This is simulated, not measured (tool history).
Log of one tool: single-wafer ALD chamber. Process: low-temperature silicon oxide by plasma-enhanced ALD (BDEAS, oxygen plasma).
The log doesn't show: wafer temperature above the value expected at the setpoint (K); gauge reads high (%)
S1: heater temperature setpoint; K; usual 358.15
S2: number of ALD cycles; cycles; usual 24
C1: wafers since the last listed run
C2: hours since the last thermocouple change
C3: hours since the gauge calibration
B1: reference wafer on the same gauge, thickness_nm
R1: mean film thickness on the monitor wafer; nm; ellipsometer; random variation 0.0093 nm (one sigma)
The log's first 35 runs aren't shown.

{"run": 36, "hour": 453.8, "S1": 366.15, "S2": 27, "C1": 112, "C2": 130.1, "C3": 16.4, "B1": 4.31, "R1": 4.045}
{"run": 37, "hour": 469.7, "S1": 350.15, "S2": 26, "C1": 202, "C2": 146.0, "C3": 32.3, "B1": 4.31, "R1": 4.161}
{"run": 38, "hour": 478.1, "S1": 358.15, "S2": 24, "C1": 106, "C2": 154.4, "C3": 40.7, "B1": 4.31, "R1": 3.719}
{"run": 39, "hour": 530.4, "S1": 358.15, "S2": 24, "C1": 666, "C2": 206.7, "C3": 93.0, "B1": 4.31, "R1": 3.71}
{"run": 40, "hour": 545.9, "S1": 352.15, "S2": 25, "C1": 197, "C2": 222.2, "C3": 108.5, "B1": 4.305, "R1": 3.992}
{"run": 41, "hour": 573.5, "S1": 358.15, "S2": 27, "C1": 351, "C2": 249.8, "C3": 136.1, "B1": 4.307, "R1": 4.188}
{"run": 42, "hour": 590.6, "S1": 345.15, "S2": 24, "C1": 217, "C2": 266.9, "C3": 153.2, "B1": 4.31, "R1": 3.905}
{"run": 43, "hour": 605.0, "S1": 354.15, "S2": 24, "C1": 183, "C2": 281.3, "C3": 167.6, "B1": 4.311, "R1": 3.796}
{"run": 44, "hour": 616.8, "S1": 348.15, "S2": 24, "C1": 150, "C2": 293.1, "C3": 179.4, "B1": 4.311, "R1": 3.871}
{"run": 45, "hour": 625.7, "S1": 362.15, "S2": 19, "C1": 113, "C2": 302.0, "C3": 188.3, "B1": 4.31, "R1": 2.897}

Forecast each of these 5 alternatives for the next run:
{"run": "A", "hour": 626.1, "S1": 364.15, "S2": 24, "C1": 5, "C2": 302.4, "C3": 188.7, "B1": "?", "R1": "?"}
{"run": "B", "hour": 626.1, "S1": 367.15, "S2": 27, "C1": 5, "C2": 302.4, "C3": 188.7, "B1": "?", "R1": "?"}
{"run": "C", "hour": 626.1, "S1": 367.15, "S2": 26, "C1": 5, "C2": 302.4, "C3": 188.7, "B1": "?", "R1": "?"}
{"run": "D", "hour": 626.1, "S1": 347.15, "S2": 20, "C1": 5, "C2": 302.4, "C3": 188.7, "B1": "?", "R1": "?"}
{"run": "E", "hour": 626.1, "S1": 353.15, "S2": 24, "C1": 5, "C2": 302.4, "C3": 188.7, "B1": "?", "R1": "?"}

run=A B1=4.311 R1=3.663
run=B B1=4.311 R1=4.072
run=C B1=4.311 R1=3.921
run=D B1=4.311 R1=3.259
run=E B1=4.311 R1=3.823
Without the tool's hidden state the same runs would have given:
run=A R1=3.639
run=B R1=4.045
run=C R1=3.895
run=D R1=3.239
run=E R1=3.799
